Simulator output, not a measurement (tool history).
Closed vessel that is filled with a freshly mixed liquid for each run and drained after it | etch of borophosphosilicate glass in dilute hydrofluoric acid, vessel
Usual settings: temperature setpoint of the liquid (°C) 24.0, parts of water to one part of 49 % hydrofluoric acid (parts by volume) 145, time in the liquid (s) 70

run    hour  temperature setpoint of the liquid (°C)  parts of water to one part of 49 % hydrofluoric acid (parts by volume)  time in the liquid (s)  read-back film thickness of the borophosphosilicate glass reference wafer, read on the same gauge (nm)  thickness taken off the borophosphosilicate glass on a monitor wafer (nm)
  1     0.0                                     27.5                                                                     145                      70                                                                                                   80.01                                                                      26.94
  2    39.9                                     24.0                                                                     100                      70                                                                                                   79.99                                                                      36.29
       97.4  -- hydrofluoric acid flow meter replaced
  3   141.9                                     24.0                                                                     100                      70                                                                                                   79.99                                                                      34.01
  4   229.8                                     24.0                                                                     100                      70                                                                                                   80.00                                                                      34.22
  5   309.4                                     26.5                                                                     145                      70                                                                                                   79.98                                                                      25.29
  6   367.0                                     26.5                                                                     145                      70                                                                                                   79.99                                                                      25.69
  7   462.1                                     24.0                                                                     145                      90                                                                                                   80.02                                                                      30.68
  8   527.2                                     24.0                                                                     145                      70                                                                                                   80.02                                                                      24.43
      575.2  -- hydrofluoric acid flow meter replaced
  9   607.1                                     24.0                                                                     145                      70                                                                                                   80.03                                                                      22.85
 10   645.2                                     24.0                                                                     145                      70                                                                                                   79.99                                                                      23.21
 11   729.2                                     24.0                                                                     145                      70                                                                                                   80.01                                                                      23.55
      747.5  -- gauge calibrated
      768.8  -- thermometer replaced
 12   784.4                                     20.0                                                                     190                     105                                                                                                   80.02                                                                      20.35
 13   856.4                                     25.5                                                                     200                      50                                                                                                   80.03                                                                      11.81
 14   952.7                                     22.5                                                                     145                      85                                                                                                   80.01                                                                      26.51
 15  1038.9                                     28.5                                                                     145                      70                                                                                                   80.00                                                                      27.90
 16  1121.8                                     24.0                                                                     170                      70                                                                                                   79.99                                                                      19.77
     1177.5  -- hydrofluoric acid flow meter replaced
 17  1196.1                                     24.0                                                                     145                      70                                                                                                   79.98                                                                      22.08
 18  1251.3                                     21.5                                                                     120                      70                                                                                                   80.02                                                                      25.65
 19  1349.9                                     24.0                                                                     110                      70                                                                                                   80.00                                                                      32.25
 20  1439.5                                     29.0                                                                     145                      40                                                                                                   79.98                                                                      16.39
 21  1514.0                                     26.5                                                                      75                      30                                                                                                   80.03                                                                      24.27
 22  1563.8                                     24.0                                                                     145                      70                                                                                                   79.99                                                                      24.79

Forecast each of these 5 alternatives for the next run:
  A  1564.5                                     24.0                                                                     145                      70                                                                                                       ?                                                                          ?
  B  1564.5                                     28.0                                                                      90                      60                                                                                                       ?                                                                          ?
  C  1564.5                                     24.0                                                                     200                      85                                                                                                       ?                                                                          ?
  D  1564.5                                     28.5                                                                     145                      85                                                                                                       ?                                                                          ?
  E  1564.5                                     24.0                                                                     175                      95                                                                                                       ?                                                                          ?

run  read-back film thickness of the borophosphosilicate glass reference wafer, read on the same gauge (nm)  thickness taken off the borophosphosilicate glass on a monitor wafer (nm)
  A                                                                                                   80.00                                                                      25.21
  B                                                                                                   80.00                                                                      43.40
  C                                                                                                   80.00                                                                      20.87
  D                                                                                                   80.00                                                                      36.14
  E                                                                                                   80.00                                                                      27.40
Without the tool's hidden state the same runs would have given:
run  thickness taken off the borophosphosilicate glass on a monitor wafer (nm)
  A                                                                      21.54
  B                                                                      37.16
  C                                                                      17.83
  D                                                                      30.96
  E                                                                      23.41
